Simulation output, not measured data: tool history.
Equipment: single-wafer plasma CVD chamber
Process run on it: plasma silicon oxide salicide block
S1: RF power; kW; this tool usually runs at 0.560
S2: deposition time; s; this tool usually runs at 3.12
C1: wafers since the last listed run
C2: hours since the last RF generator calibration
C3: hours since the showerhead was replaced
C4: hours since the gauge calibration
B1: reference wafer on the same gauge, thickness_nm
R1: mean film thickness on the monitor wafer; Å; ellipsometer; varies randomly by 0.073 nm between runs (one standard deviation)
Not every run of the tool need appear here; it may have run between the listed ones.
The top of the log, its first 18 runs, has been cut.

run,hour,S1,S2,C1,C2,C3,C4,B1,R1
19,454.3,0.560,3.12,1121,1071.0,6309.5,904.6,30.905,301.01
20,469.0,0.495,3.60,480,1085.7,6324.2,919.3,30.910,335.95
21,498.5,0.495,3.60,964,1115.2,6353.7,948.8,30.890,335.30
22,524.4,0.560,3.12,847,1141.1,6379.6,974.7,30.917,300.96
# hour 540.5: showerhead replaced
23,541.0,0.600,3.65,281,1157.7,0.5,991.3,30.906,359.70
24,571.2,0.455,3.12,987,1187.9,30.7,1021.5,30.897,283.93
25,597.6,0.560,3.12,863,1214.3,57.1,1047.9,30.876,300.10
26,610.0,0.505,2.87,405,1226.7,69.5,1060.3,30.884,268.21
27,623.1,0.560,3.59,428,1239.8,82.6,1073.4,30.892,345.69
28,655.7,0.480,3.63,1066,1272.4,115.2,1106.0,30.897,334.08
29,684.8,0.500,2.65,951,1301.5,144.3,1135.1,30.911,247.41
30,700.6,0.485,3.66,516,1317.3,160.1,1150.9,30.902,338.20

Run 31 comes next. What will it give?
31,721.8,0.560,3.59,693,1338.5,181.3,1172.1,?,?

B1: 30.914
R1: 345.93 Å
Without the tool's hidden state the same run would have given R1 350.73 Å.
